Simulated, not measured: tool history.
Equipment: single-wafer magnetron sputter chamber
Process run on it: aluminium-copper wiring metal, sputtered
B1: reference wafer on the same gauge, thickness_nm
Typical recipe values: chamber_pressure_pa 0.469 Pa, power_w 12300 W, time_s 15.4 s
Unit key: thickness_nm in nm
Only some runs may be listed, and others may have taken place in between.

Run 1, hour 0.0: usual settings but chamber_pressure_pa 0.339 Pa; B1 349.814. Result: thickness_nm 349.764 nm.
At hour 44.9: sputter target and shields replaced.
Run 2, hour 53.7: usual settings but chamber_pressure_pa 0.339 Pa; B1 350.343. Result: thickness_nm 349.332 nm.
Run 3, hour 123.7: usual settings but time_s 16.1 s; B1 350.250. Result: thickness_nm 339.009 nm.
Run 4, hour 148.7: usual settings but time_s 16.1 s; B1 349.568. Result: thickness_nm 337.455 nm.
Run 5, hour 183.1: usual settings but time_s 16.1 s; B1 350.090. Result: thickness_nm 339.611 nm.
At hour 202.1: sputter target and shields replaced.
Run 6, hour 207.3: usual settings but chamber_pressure_pa 0.540 Pa, power_w 14050 W; B1 349.958. Result: thickness_nm 348.939 nm.
Run 7, hour 251.9: usual settings but chamber_pressure_pa 0.540 Pa, power_w 14050 W; B1 349.955. Result: thickness_nm 347.769 nm.
Run 8, hour 299.1: usual settings but chamber_pressure_pa 0.540 Pa, power_w 14050 W; B1 349.849. Result: thickness_nm 346.886 nm.
At hour 319.9: magnet pack replaced.
At hour 350.9: sputter target and shields replaced.
Run 9, hour 351.4: usual settings but power_w 11350 W; B1 349.926. Result: thickness_nm 304.453 nm.
Run 10, hour 391.3: usual settings but chamber_pressure_pa 0.324 Pa, power_w 14100 W, time_s 13.3 s; B1 349.964. Result: thickness_nm 336.353 nm.
Run 11, hour 459.3: usual settings but chamber_pressure_pa 0.379 Pa, power_w 9650 W, time_s 14.2 s; B1 349.782. Result: thickness_nm 258.063 nm.
At hour 491.2: sputter target and shields replaced.
At hour 514.8: gauge calibrated.
Run 12, hour 523.7: usual settings but power_w 11500 W, time_s 16.5 s; B1 350.190. Result: thickness_nm 324.621 nm.
At hour 550.7: capacitance manometer re-zeroed and calibrated.
Run 13, hour 579.8: usual settings but power_w 14400 W; B1 350.142. Result: thickness_nm 375.656 nm.
Run 14, hour 633.1: usual settings; B1 350.020. Result: thickness_nm 329.089 nm.
At hour 653.5: sputter target and shields replaced.
Run 15, hour 663.6: usual settings but chamber_pressure_pa 0.392 Pa, time_s 13.8 s; B1 349.802. Result: thickness_nm 310.223 nm.
Run 16, hour 704.4: usual settings but chamber_pressure_pa 0.648 Pa, time_s 12.8 s; B1 350.153. Result: thickness_nm 252.326 nm.
Run 17, hour 751.6: usual settings but chamber_pressure_pa 0.304 Pa, power_w 13350 W, time_s 17.3 s; B1 350.146. Result: thickness_nm 430.067 nm.
Run 18, hour 782.6: usual settings; B1 349.866. Result: thickness_nm 330.612 nm.

Each row is a separate what-if for the run after 18, all from the same tool condition, not one after another. Results?
Run A, hour 783.0: usual settings but power_w 14750 W; B1 ?. Result: thickness_nm ?.
Run B, hour 783.0: usual settings but chamber_pressure_pa 0.361 Pa, power_w 13250 W, time_s 18.3 s; B1 ?. Result: thickness_nm ?.
Run C, hour 783.0: usual settings but chamber_pressure_pa 0.647 Pa, power_w 9250 W, time_s 17.3 s; B1 ?. Result: thickness_nm ?.
Run D, hour 783.0: usual settings but power_w 9450 W, time_s 18.0 s; B1 ?. Result: thickness_nm ?.

run       B1  thickness_nm
  A  350.147       381.715
  B  350.147       438.071
  C  350.147       271.756
  D  350.147       313.044
Had the tool no hidden state, the same runs would have come out as:
run  thickness_nm
  A       381.998
  B       438.330
  C       272.020
  D       313.275

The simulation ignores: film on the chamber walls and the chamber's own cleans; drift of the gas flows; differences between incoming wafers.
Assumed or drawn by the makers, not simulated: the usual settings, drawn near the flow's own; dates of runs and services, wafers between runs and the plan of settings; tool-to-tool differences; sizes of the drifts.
